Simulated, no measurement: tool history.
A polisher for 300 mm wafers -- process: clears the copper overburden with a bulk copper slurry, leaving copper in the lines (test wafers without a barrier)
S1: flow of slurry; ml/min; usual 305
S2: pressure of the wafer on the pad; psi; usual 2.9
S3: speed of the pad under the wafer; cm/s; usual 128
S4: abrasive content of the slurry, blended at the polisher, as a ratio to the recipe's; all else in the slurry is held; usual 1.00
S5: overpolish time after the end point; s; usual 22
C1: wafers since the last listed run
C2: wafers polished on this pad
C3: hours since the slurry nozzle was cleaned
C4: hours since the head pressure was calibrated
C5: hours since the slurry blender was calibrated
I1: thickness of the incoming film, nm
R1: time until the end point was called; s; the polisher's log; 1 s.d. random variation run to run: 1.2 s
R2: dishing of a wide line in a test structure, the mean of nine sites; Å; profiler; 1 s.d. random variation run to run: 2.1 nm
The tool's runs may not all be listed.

Run 1, hour 0.0: usual settings but S2 2.6 psi, S4 1.05; C1 0; C2 1049; C3 487.2; C4 533.5; C5 198.3; I1 1345.0. Result: R1 158.4 s, R2 1009 Å.
Run 2, hour 20.2: usual settings but S2 2.6 psi, S4 1.05; C1 169; C2 1219; C3 507.4; C4 553.7; C5 218.5; I1 1371.3. Result: R1 164.4 s, R2 996 Å.
Run 3, hour 37.6: usual settings but S2 2.6 psi, S4 1.05; C1 145; C2 1364; C3 524.8; C4 571.1; C5 235.9; I1 1377.3. Result: R1 164.3 s, R2 1008 Å.
At hour 53.2: worn pad replaced by a new one.
Run 4, hour 72.5: usual settings but S1 235 ml/min, S3 152 cm/s; C1 258; C2 161; C3 559.7; C4 606.0; C5 270.8; I1 1345.8. Result: R1 124.7 s, R2 1125 Å.
At hour 163.3: slurry blender recalibrated.
Run 5, hour 164.9: usual settings but S1 235 ml/min, S3 152 cm/s; C1 757; C2 918; C3 652.1; C4 698.4; C5 1.6; I1 1340.2. Result: R1 120.4 s, R2 1121 Å.
Run 6, hour 183.0: usual settings but S3 112 cm/s; C1 151; C2 1070; C3 670.2; C4 716.5; C5 19.7; I1 1348.4. Result: R1 164.6 s, R2 1022 Å.
Run 7, hour 210.1: usual settings; C1 227; C2 1297; C3 697.3; C4 743.6; C5 46.8; I1 1372.0. Result: R1 147.3 s, R2 1064 Å.
Run 8, hour 237.7: usual settings; C1 231; C2 1528; C3 724.9; C4 771.2; C5 74.4; I1 1336.9. Result: R1 141.8 s, R2 1080 Å.
Run 9, hour 250.4: usual settings but S3 114 cm/s, S4 0.90, S5 32 s; C1 106; C2 1635; C3 737.6; C4 783.9; C5 87.1; I1 1324.7. Result: R1 160.8 s, R2 1166 Å.
At hour 278.3: worn pad replaced by a new one.
Run 10, hour 281.5: usual settings but S1 200 ml/min, S3 166 cm/s; C1 227; C2 26; C3 768.7; C4 815.0; C5 118.2; I1 1377.0. Result: R1 117.3 s, R2 1139 Å.
Run 11, hour 298.9: usual settings but S2 3.2 psi, S4 0.90, S5 31 s; C1 145; C2 172; C3 786.1; C4 832.4; C5 135.6; I1 1354.0. Result: R1 134.6 s, R2 1235 Å.
Run 12, hour 327.3: usual settings; C1 237; C2 410; C3 814.5; C4 860.8; C5 164.0; I1 1359.2. Result: R1 148.1 s, R2 1096 Å.
Run 13, hour 351.7: usual settings but S1 390 ml/min, S2 2.6 psi, S4 0.85, S5 9 s; C1 204; C2 614; C3 838.9; C4 885.2; C5 188.4; I1 1337.0. Result: R1 163.5 s, R2 520 Å.
Run 14, hour 373.1: usual settings but S1 340 ml/min, S2 2.2 psi, S3 114 cm/s, S5 17 s; C1 179; C2 794; C3 860.3; C4 906.6; C5 209.8; I1 1365.8. Result: R1 217.4 s, R2 697 Å.
Run 15, hour 391.6: usual settings but S1 335 ml/min; C1 154; C2 949; C3 878.8; C4 925.1; C5 228.3; I1 1343.9. Result: R1 145.4 s, R2 1074 Å.
At hour 401.6: slurry nozzle cleaned.
Run 16, hour 412.4: usual settings but S1 335 ml/min, S2 3.4 psi, S4 1.15, S5 29 s; C1 165; C2 1115; C3 10.8; C4 945.9; C5 249.1; I1 1321.2. Result: R1 120.1 s, R2 1348 Å.
At hour 427.2: head pressure recalibrated.
Run 17, hour 442.8: usual settings; C1 237; C2 1352; C3 41.2; C4 15.6; C5 279.5; I1 1360.8. Result: R1 148.9 s, R2 1078 Å.
Run 18, hour 476.7: usual settings but S1 375 ml/min, S2 3.6 psi, S3 168 cm/s, S4 0.75; C1 284; C2 1636; C3 75.1; C4 49.5; C5 313.4; I1 1322.1. Result: R1 90.8 s, R2 1300 Å.
At hour 499.6: slurry blender recalibrated.
At hour 502.0: worn pad replaced by a new one.
Run 19, hour 505.7: usual settings but S2 2.0 psi, S4 0.80; C1 206; C2 31; C3 104.1; C4 78.5; C5 6.1; I1 1333.1. Result: R1 210.2 s, R2 813 Å.
Run 20, hour 522.3: usual settings but S3 154 cm/s, S4 0.85; C1 139; C2 170; C3 120.7; C4 95.1; C5 22.7; I1 1330.4. Result: R1 119.6 s, R2 1161 Å.
Run 21, hour 555.9: usual settings but S4 1.25, S5 15 s; C1 281; C2 451; C3 154.3; C4 128.7; C5 56.3; I1 1368.8. Result: R1 143.9 s, R2 851 Å.
Run 22, hour 587.2: usual settings; C1 262; C2 714; C3 185.6; C4 160.0; C5 87.6; I1 1346.3. Result: R1 146.6 s, R2 1092 Å.
Run 23, hour 603.9: usual settings; C1 139; C2 854; C3 202.3; C4 176.7; C5 104.3; I1 1362.5. Result: R1 146.0 s, R2 1049 Å.
Run 24, hour 632.3: usual settings but S2 1.9 psi; C1 237; C2 1092; C3 230.7; C4 205.1; C5 132.7; I1 1348.1. Result: R1 221.7 s, R2 781 Å.
Run 25, hour 645.4: usual settings but S1 370 ml/min, S2 2.6 psi; C1 109; C2 1201; C3 243.8; C4 218.2; C5 145.8; I1 1349.3. Result: R1 161.8 s, R2 1014 Å.
Run 26, hour 664.3: usual settings; C1 158; C2 1360; C3 262.7; C4 237.1; C5 164.7; I1 1365.0. Result: R1 149.4 s, R2 1048 Å.
Run 27, hour 678.8: usual settings; C1 121; C2 1481; C3 277.2; C4 251.6; C5 179.2; I1 1336.0. Result: R1 145.7 s, R2 1050 Å.

Each row is a separate what-if for the run after 27, all from the same tool condition, not one after another. Results?
Run A, hour 679.3: usual settings but S2 2.4 psi; C1 4; C2 1485; C3 277.7; C4 252.1; C5 179.7; I1 1338.0. Result: R1 ?, R2 ?.
Run B, hour 679.3: usual settings but S2 3.2 psi, S3 160 cm/s, S5 16 s; C1 4; C2 1485; C3 277.7; C4 252.1; C5 179.7; I1 1338.0. Result: R1 ?, R2 ?.
Run C, hour 679.3: usual settings but S2 2.2 psi, S5 27 s; C1 4; C2 1485; C3 277.7; C4 252.1; C5 179.7; I1 1338.0. Result: R1 ?, R2 ?.
Run D, hour 679.3: usual settings but S1 275 ml/min, S3 112 cm/s; C1 4; C2 1485; C3 277.7; C4 252.1; C5 179.7; I1 1338.0. Result: R1 ?, R2 ?.
Run E, hour 679.3: usual settings but S2 3.8 psi, S4 1.25, S5 35 s; C1 4; C2 1485; C3 277.7; C4 252.1; C5 179.7; I1 1338.0. Result: R1 ?, R2 ?.

run     R1    R2
  A  174.5   944
  B  104.7  1089
  C  190.4   987
  D  166.1   997
  E  107.5  1463
With the hidden condition removed and each run's random variation left untouched, the same runs would have given:
run     R1    R2
  A  169.7   958
  B  101.8  1104
  C  185.1  1000
  D  161.5  1012
  E  104.5  1471
